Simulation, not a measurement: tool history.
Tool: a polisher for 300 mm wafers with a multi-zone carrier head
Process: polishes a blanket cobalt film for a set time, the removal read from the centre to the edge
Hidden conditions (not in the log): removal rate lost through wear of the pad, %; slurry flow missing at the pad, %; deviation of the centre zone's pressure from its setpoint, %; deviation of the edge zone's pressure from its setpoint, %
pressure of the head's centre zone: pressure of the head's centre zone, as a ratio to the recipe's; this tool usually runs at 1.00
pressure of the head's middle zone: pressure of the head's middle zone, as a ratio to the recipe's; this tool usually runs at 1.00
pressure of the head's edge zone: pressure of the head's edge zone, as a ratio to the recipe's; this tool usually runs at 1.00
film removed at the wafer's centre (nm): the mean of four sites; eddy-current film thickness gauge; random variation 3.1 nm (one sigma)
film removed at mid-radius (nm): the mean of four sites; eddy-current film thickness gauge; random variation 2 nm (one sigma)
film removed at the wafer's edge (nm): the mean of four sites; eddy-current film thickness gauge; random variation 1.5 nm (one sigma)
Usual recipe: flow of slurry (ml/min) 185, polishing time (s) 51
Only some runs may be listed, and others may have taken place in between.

run	hour	flow of slurry (ml/min)	pressure of the head's centre zone	pressure of the head's middle zone	pressure of the head's edge zone	polishing time (s)	wafers since the last listed run	wafers polished on this pad	hours since the slurry nozzle was cleaned	hours since the centre zone pressure was calibrated	hours since the edge zone pressure was calibrated	hours since the carrier head's membrane was replaced	incoming thickness of the incoming film, nm	film removed at the wafer's centre (nm)	film removed at mid-radius (nm)	film removed at the wafer's edge (nm)
1	0.0	185	1.00	1.00	1.00	51	0	572	275.9	785.6	175.8	1534.2	1220.6	217.4	222.2	219.0
2	83.0	185	1.00	1.00	1.00	51	1082	1655	358.9	868.6	258.8	1617.2	1224.2	212.6	220.8	217.4
3	120.6	185	1.00	1.00	1.00	51	490	2145	396.5	906.2	296.4	1654.8	1222.6	217.4	217.9	217.8
# hour 165.4: worn pad replaced by a new one
4	172.3	185	1.00	1.00	1.00	51	622	89	448.2	957.9	348.1	1706.5	1234.0	216.8	216.0	218.3
5	234.1	185	1.00	1.00	1.00	51	805	895	510.0	1019.7	409.9	1768.3	1205.4	210.2	213.5	217.0
6	263.4	185	1.00	1.00	1.00	51	382	1277	539.3	1049.0	439.2	1797.6	1229.0	215.8	212.0	217.9
# hour 317.0: edge zone pressure recalibrated
7	320.8	185	1.00	0.92	1.00	51	722	2000	596.7	1106.4	3.8	1855.0	1225.6	210.0	198.9	214.8
# hour 328.4: carrier head's membrane replaced by a new one
# hour 334.2: worn pad replaced by a new one
8	349.9	185	1.00	0.96	1.00	51	262	205	625.8	1135.5	32.9	21.5	1230.5	205.9	205.7	214.4
9	415.9	185	1.00	0.96	1.00	51	860	1066	691.8	1201.5	98.9	87.5	1231.8	207.4	205.9	211.1
# hour 418.6: slurry nozzle cleaned
10	470.4	185	0.89	1.05	0.89	58	697	1763	51.8	1256.0	153.4	142.0	1245.7	228.0	268.9	245.3
# hour 545.5: worn pad replaced by a new one
11	546.0	160	1.00	1.00	1.00	51	933	6	127.4	1331.6	229.0	217.6	1206.7	215.9	223.5	219.2
12	607.5	125	1.00	1.00	1.00	51	802	808	188.9	1393.1	290.5	279.1	1216.2	207.8	211.7	212.3
# hour 642.1: centre zone pressure recalibrated
13	642.6	185	1.10	0.96	1.08	51	431	1240	224.0	0.5	325.6	314.2	1224.0	247.0	215.9	231.8
# hour 737.6: worn pad replaced by a new one
14	738.1	185	1.00	1.00	1.00	51	1193	6	319.5	96.0	421.1	409.7	1206.8	222.7	223.4	219.3
15	800.1	185	1.00	1.00	1.00	51	808	815	381.5	158.0	483.1	471.7	1219.8	221.0	223.7	222.2
16	842.8	145	1.10	1.00	0.92	51	556	1372	424.2	200.7	525.8	514.4	1211.6	225.5	211.1	206.1
# hour 881.9: edge zone pressure recalibrated
17	893.9	150	1.10	1.00	0.89	38	640	2012	475.3	251.8	12.0	565.5	1225.3	166.9	157.2	152.1
18	932.2	185	1.00	1.00	1.08	51	499	2511	513.6	290.1	50.3	603.8	1228.1	212.6	219.2	228.7

Consider 3 possible next runs. They are alternatives, not a sequence: every one starts from the tool as it was left by run 18. What does each give?
A	932.6	150	1.00	1.00	1.00	51	5	2517	514.0	290.5	50.7	604.2	1226.6	?	?	?
B	932.6	185	1.10	0.89	1.00	51	5	2517	514.0	290.5	50.7	604.2	1226.6	?	?	?
C	932.6	185	0.90	1.00	1.00	51	5	2517	514.0	290.5	50.7	604.2	1226.6	?	?	?

run	film removed at the wafer's centre (nm)	film removed at mid-radius (nm)	film removed at the wafer's edge (nm)
A	208.2	210.1	213.6
B	237.5	197.3	219.3
C	195.9	217.7	219.0
With no hidden state in the tool, these same runs would have given:
run	film removed at the wafer's centre (nm)	film removed at mid-radius (nm)	film removed at the wafer's edge (nm)
A	220.7	221.1	221.5
B	249.6	206.2	226.4
C	205.8	227.5	226.0

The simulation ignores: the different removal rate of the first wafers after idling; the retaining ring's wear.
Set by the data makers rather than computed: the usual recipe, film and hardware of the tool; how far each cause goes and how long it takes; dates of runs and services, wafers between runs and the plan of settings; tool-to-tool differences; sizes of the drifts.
